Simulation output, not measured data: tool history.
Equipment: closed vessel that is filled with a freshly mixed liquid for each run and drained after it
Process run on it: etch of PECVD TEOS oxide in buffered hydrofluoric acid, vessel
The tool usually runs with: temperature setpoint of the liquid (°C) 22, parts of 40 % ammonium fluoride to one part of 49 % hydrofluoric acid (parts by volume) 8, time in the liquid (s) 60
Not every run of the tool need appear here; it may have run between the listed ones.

run     day  temperature setpoint of the liquid (°C)  parts of 40 % ammonium fluoride to one part of 49 % hydrofluoric acid (parts by volume)  time in the liquid (s)  wafers since the last listed run  hours since the thermometer was replaced  hours since the hydrofluoric acid flow meter was replaced  hours since the gauge calibration  read-back film thickness of the PECVD TEOS oxide reference wafer, read on the same gauge (nm)  thickness taken off the PECVD TEOS oxide on a monitor wafer (nm)
  1       0                                       22                                                                                        8                      60                                 0                                     833.5                                                      930.9                              208.6                                                                                            100                                                            164.15
  2   0.775                                       22                                                                                        8                      60                              2578                                     852.1                                                      949.5                              227.2                                                                                         100.02                                                            164.28
  3   1.762                                       22                                                                                        8                      60                              3286                                     875.8                                                      973.2                              250.9                                                                                         100.01                                                            164.75
  4   2.717                                       22                                                                                        8                      60                              3175                                     898.7                                                      996.1                              273.8                                                                                         100.01                                                            164.23
  5   3.425                                       22                                                                                        8                      60                              2357                                     915.7                                                     1013.1                              290.8                                                                                         100.01                                                            162.71
  6   4.917                                       22                                                                                        8                      60                              4963                                     951.5                                                     1048.9                              326.6                                                                                          99.97                                                             165.1
  7   5.692                                       22                                                                                        8                      60                              2578                                     970.1                                                     1067.5                              345.2                                                                                            100                                                            164.24
  8   7.296                                       22                                                                                        8                      40                              5338                                    1008.6                                                       1106                              383.7                                                                                          99.97                                                             109.7
  9   8.525                                     18.5                                                                                        8                      50                              4090                                    1038.1                                                     1135.5                              413.2                                                                                         100.04                                                            112.79
 10   9.917                                       22                                                                                        8                      40                              4631                                    1071.5                                                     1168.9                              446.6                                                                                         100.02                                                            109.79
     10.142  -- gauge calibrated
 11  10.812                                       22                                                                                        6                      60                              2981                                      1093                                                     1190.4                               16.1                                                                                            100                                                            216.15
 12  11.871                                       22                                                                                        6                      60                              3521                                    1118.4                                                     1215.8                               41.5                                                                                         100.01                                                            216.44
     12.817  -- thermometer replaced
 13    13.3                                       20                                                                                        7                      70                              4617                                      11.6                                                     1250.1                               75.8                                                                                          99.97                                                            197.51
         14  -- hydrofluoric acid flow meter replaced
 14  16.392                                       20                                                                                        8                      30                             10149                                      85.8                                                       57.4                                150                                                                                          99.97                                                             73.09
 15  20.129                                     20.5                                                                                        6                      60                             12437                                     175.5                                                      147.1                              239.7                                                                                            100                                                            199.04
 16  22.175                                       26                                                                                        8                      60                              6807                                     224.6                                                      196.2                              288.8                                                                                            100                                                            204.85

What the log doesn't show, run by run:
liquid hotter than its thermometer reads (K): 0 in every run
hydrofluoric acid flow above the setpoint (%): 0 in every run
gauge reads high (%): 0 in every run
